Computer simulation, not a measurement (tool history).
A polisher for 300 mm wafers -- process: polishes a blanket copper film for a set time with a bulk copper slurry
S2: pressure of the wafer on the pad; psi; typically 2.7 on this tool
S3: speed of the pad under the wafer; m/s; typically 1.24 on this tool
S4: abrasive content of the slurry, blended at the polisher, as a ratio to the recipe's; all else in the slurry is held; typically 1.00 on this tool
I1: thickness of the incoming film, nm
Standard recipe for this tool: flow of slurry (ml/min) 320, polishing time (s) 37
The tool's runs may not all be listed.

Run 1, day 0.000: usual settings; I1 2596.8. Result: film removed (nm) 410.2.
At day 2.721: head pressure recalibrated.
Run 2, day 2.938: usual settings; I1 2602.2. Result: film removed (nm) 405.6.
At day 3.458: worn pad replaced by a new one.
Run 3, day 4.650: usual settings; I1 2596.6. Result: film removed (nm) 410.3.
Run 4, day 5.925: usual settings; I1 2548.4. Result: film removed (nm) 406.4.
Run 5, day 7.208: usual settings but S4 1.20; I1 2603.5. Result: film removed (nm) 430.1.
At day 7.829: slurry blender recalibrated.
Run 6, day 8.821: usual settings but S4 1.20; I1 2563.5. Result: film removed (nm) 425.8.
Run 7, day 10.462: usual settings but S2 3.2 psi, S3 0.80 m/s, S4 0.85, polishing time (s) 42; I1 2625.3. Result: film removed (nm) 405.6.
Run 8, day 12.246: usual settings but S2 3.5 psi, S3 0.82 m/s, polishing time (s) 46; I1 2615.2. Result: film removed (nm) 517.4.
At day 12.942: slurry nozzle cleaned.
Run 9, day 13.704: usual settings but flow of slurry (ml/min) 245; I1 2573.7. Result: film removed (nm) 394.3.
Run 10, day 15.704: usual settings; I1 2617.2. Result: film removed (nm) 401.0.
Run 11, day 18.300: usual settings; I1 2562.9. Result: film removed (nm) 410.9.
Run 12, day 20.517: usual settings; I1 2570.2. Result: film removed (nm) 414.4.
At day 22.967: worn pad replaced by a new one.
Run 13, day 23.217: usual settings but flow of slurry (ml/min) 410, S3 1.38 m/s, polishing time (s) 48; I1 2570.2. Result: film removed (nm) 579.6.
Run 14, day 24.888: usual settings but S4 0.70, polishing time (s) 47; I1 2627.7. Result: film removed (nm) 473.1.
At day 25.071: slurry blender recalibrated.
At day 32.292: head pressure recalibrated.
Run 15, day 33.538: usual settings but S2 3.0 psi, polishing time (s) 46; I1 2568.8. Result: film removed (nm) 561.9.
Run 16, day 34.592: usual settings but S3 1.08 m/s, polishing time (s) 27; I1 2581.6. Result: film removed (nm) 275.3.
At day 38.654: slurry nozzle cleaned.
Run 17, day 39.075: usual settings but flow of slurry (ml/min) 290, S3 0.88 m/s, polishing time (s) 26; I1 2552.2. Result: film removed (nm) 233.6.
Run 18, day 40.571: usual settings but S2 2.1 psi, polishing time (s) 29; I1 2611.9. Result: film removed (nm) 249.4.
At day 42.062: worn pad replaced by a new one.
Run 19, day 43.112: usual settings but S4 1.25; I1 2603.7. Result: film removed (nm) 430.3.
Run 20, day 44.854: usual settings; I1 2585.3. Result: film removed (nm) 414.4.
At day 46.162: slurry blender recalibrated.
Run 21, day 46.967: usual settings but flow of slurry (ml/min) 380; I1 2559.0. Result: film removed (nm) 410.1.
Run 22, day 49.279: usual settings but flow of slurry (ml/min) 375, S3 1.42 m/s; I1 2566.4. Result: film removed (nm) 448.5.
Run 23, day 51.412: usual settings; I1 2569.9. Result: film removed (nm) 404.8.
Run 24, day 53.250: usual settings; I1 2576.0. Result: film removed (nm) 405.3.
Run 25, day 54.642: usual settings but flow of slurry (ml/min) 400, S2 3.0 psi, S4 1.10; I1 2582.2. Result: film removed (nm) 466.2.
At day 55.879: head pressure recalibrated.
Run 26, day 56.988: usual settings; I1 2622.1. Result: film removed (nm) 409.8.
At day 59.067: worn pad replaced by a new one.
Run 27, day 59.088: usual settings but S2 3.1 psi, S3 1.62 m/s, S4 0.75; I1 2609.2. Result: film removed (nm) 519.5.
Run 28, day 60.175: usual settings but flow of slurry (ml/min) 210, S2 2.0 psi, S4 1.15, polishing time (s) 41; I1 2565.2. Result: film removed (nm) 336.8.
Run 29, day 62.254: usual settings but S2 2.1 psi, polishing time (s) 29; I1 2586.5. Result: film removed (nm) 250.7.
Run 30, day 65.092: usual settings but S4 1.20; I1 2582.6. Result: film removed (nm) 421.2.

4 ways to go on from here, each from the tool as it stands after run 30. What would each give?
Run A, day 65.108: usual settings but S4 0.80; I1 2602.7. Result: film removed (nm) ?.
Run B, day 65.108: usual settings but S2 3.2 psi, S3 1.40 m/s; I1 2602.7. Result: film removed (nm) ?.
Run C, day 65.108: usual settings but S3 0.80 m/s; I1 2602.7. Result: film removed (nm) ?.
Run D, day 65.108: usual settings but polishing time (s) 28; I1 2602.7. Result: film removed (nm) ?.

run  film removed (nm)
  A              380.1
  B              513.3
  C              311.5
  D              303.6
What these runs would have given with no unlogged condition in the tool:
run  film removed (nm)
  A              380.1
  B              513.3
  C              311.5
  D              303.6
